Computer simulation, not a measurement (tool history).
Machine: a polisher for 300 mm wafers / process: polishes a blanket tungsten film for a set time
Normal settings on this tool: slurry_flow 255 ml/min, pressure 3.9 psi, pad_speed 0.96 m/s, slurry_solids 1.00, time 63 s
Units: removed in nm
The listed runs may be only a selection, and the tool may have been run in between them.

run,hour,slurry_flow,pressure,pad_speed,slurry_solids,time,wafers since the last listed run,wafers polished on this pad,hours since the slurry nozzle was cleaned,hours since the head pressure was calibrated,hours since the slurry blender was calibrated,hours since the slurry got fresh peroxide,"incoming thickness of the incoming film, nm",removed
1,0.0,255,3.9,0.96,1.00,63,0,802,409.9,1407.6,105.0,40.3,1355.2,276.3
2,18.6,255,3.9,0.96,1.00,63,195,997,428.5,1426.2,123.6,58.9,1343.9,271.0
3,41.4,255,3.9,0.96,1.00,63,239,1236,451.3,1449.0,146.4,81.7,1342.4,264.2
# hour 62.1: slurry blender recalibrated
4,66.0,255,3.9,0.96,1.00,68,236,1473,475.9,1473.6,3.9,106.3,1319.2,286.9
5,78.7,255,3.9,0.96,1.00,68,133,1607,488.6,1486.3,16.6,119.0,1354.5,279.2
# hour 93.7: worn pad replaced by a new one
# hour 110.2: slurry tank refilled with fresh slurry and peroxide
6,113.1,255,3.9,0.96,1.00,63,308,192,523.0,1520.7,51.0,2.9,1359.0,290.1
7,141.3,255,3.9,0.96,1.00,63,295,488,551.2,1548.9,79.2,31.1,1370.2,273.1
8,161.4,255,3.3,0.96,0.85,63,210,699,571.3,1569.0,99.3,51.2,1345.2,219.9
9,181.6,255,3.3,0.96,0.85,63,211,911,591.5,1589.2,119.5,71.4,1341.4,215.7
10,199.2,255,3.3,0.96,0.85,63,184,1095,609.1,1606.8,137.1,89.0,1326.2,211.8
# hour 213.5: slurry blender recalibrated
# hour 229.8: head pressure recalibrated
11,231.7,255,3.9,1.22,1.00,63,298,1394,641.6,1.9,18.2,121.5,1357.7,327.1
# hour 253.9: worn pad replaced by a new one
12,254.4,255,3.9,1.22,1.00,63,196,4,664.3,24.6,40.9,144.2,1366.4,334.2
13,271.3,255,3.9,0.96,1.00,63,177,181,681.2,41.5,57.8,161.1,1328.2,262.0
# hour 275.8: slurry tank refilled with fresh slurry and peroxide
14,306.9,255,3.4,0.96,1.00,63,362,544,716.8,77.1,93.4,31.1,1346.8,240.0
15,338.5,255,3.9,0.96,1.00,63,331,876,748.4,108.7,125.0,62.7,1349.5,260.9
# hour 366.2: slurry blender recalibrated
16,370.7,255,4.4,0.96,1.00,63,316,1192,780.6,140.9,4.5,94.9,1361.8,303.3
17,393.4,255,3.9,0.96,1.00,63,238,1430,803.3,163.6,27.2,117.6,1324.6,260.0
# hour 400.0: worn pad replaced by a new one, of another model than before
# hour 407.1: slurry nozzle cleaned
18,418.3,255,3.9,0.96,1.15,47,208,181,11.2,188.5,52.1,142.5,1340.4,199.4
19,433.6,315,3.9,0.84,0.80,63,160,341,26.5,203.8,67.4,157.8,1348.9,230.7
# hour 450.7: slurry tank refilled with fresh slurry and peroxide
20,466.6,225,3.9,1.22,0.85,50,335,677,59.5,236.8,100.4,15.9,1354.3,243.8
21,498.4,255,3.9,0.96,1.00,63,333,1010,91.3,268.6,132.2,47.7,1374.8,276.6
# hour 522.6: slurry blender recalibrated
# hour 553.4: worn pad replaced by a new one
22,591.6,255,3.9,0.74,1.00,63,914,400,184.5,361.8,69.0,140.9,1320.9,226.0
23,615.4,255,5.3,1.06,1.25,57,249,650,208.3,385.6,92.8,164.7,1361.0,320.8
# hour 621.9: slurry tank refilled with fresh slurry and peroxide
24,639.3,295,4.7,0.96,0.75,52,240,890,232.2,409.5,116.7,17.4,1347.2,243.4
25,653.1,255,3.9,0.96,1.00,63,144,1034,246.0,423.3,130.5,31.2,1342.1,271.1
# hour 673.5: slurry blender recalibrated
26,688.0,255,3.9,0.62,0.80,63,344,1379,280.9,458.2,14.5,66.1,1331.8,198.2
27,711.7,255,2.9,0.96,1.20,63,248,1628,304.6,481.9,38.2,89.8,1370.2,230.0

Below, some changes in removed between adjacent runs. For each, the amount present without the hidden state too (settings, incoming material, random variation) and the amount remaining for the hidden state with gauge scatter not shared by both compared results:
The hidden state here: removal rate lost through wear of the pad, %; slurry flow missing at the pad, %; deviation of the head's pressure from its setpoint, %; abrasive missing from the slurry, %; peroxide lost from the slurry, %.
Run 5 -> 6: time 68 -> 63, worn pad replaced by a new one, slurry tank refilled with fresh slurry and peroxide. removed +10.9 nm: hidden state +26.7, all else -15.8.
Run 10 -> 11: pressure 3.3 -> 3.9, pad_speed 0.96 -> 1.22, slurry_solids 0.85 -> 1.00, slurry blender recalibrated, head pressure recalibrated. removed +115.3 nm: hidden state -16.0, all else +131.3.
Run 22 -> 23: pressure 3.9 -> 5.3, pad_speed 0.74 -> 1.06, slurry_solids 1.00 -> 1.25, time 63 -> 57. removed +94.8 nm: hidden state -13.8, all else +108.6.
Run 23 -> 24: slurry_flow 255 -> 295, pressure 5.3 -> 4.7, pad_speed 1.06 -> 0.96, slurry_solids 1.25 -> 0.75, time 57 -> 52, slurry tank refilled with fresh slurry and peroxide. removed -77.4 nm: hidden state +33.6, all else -111.0.

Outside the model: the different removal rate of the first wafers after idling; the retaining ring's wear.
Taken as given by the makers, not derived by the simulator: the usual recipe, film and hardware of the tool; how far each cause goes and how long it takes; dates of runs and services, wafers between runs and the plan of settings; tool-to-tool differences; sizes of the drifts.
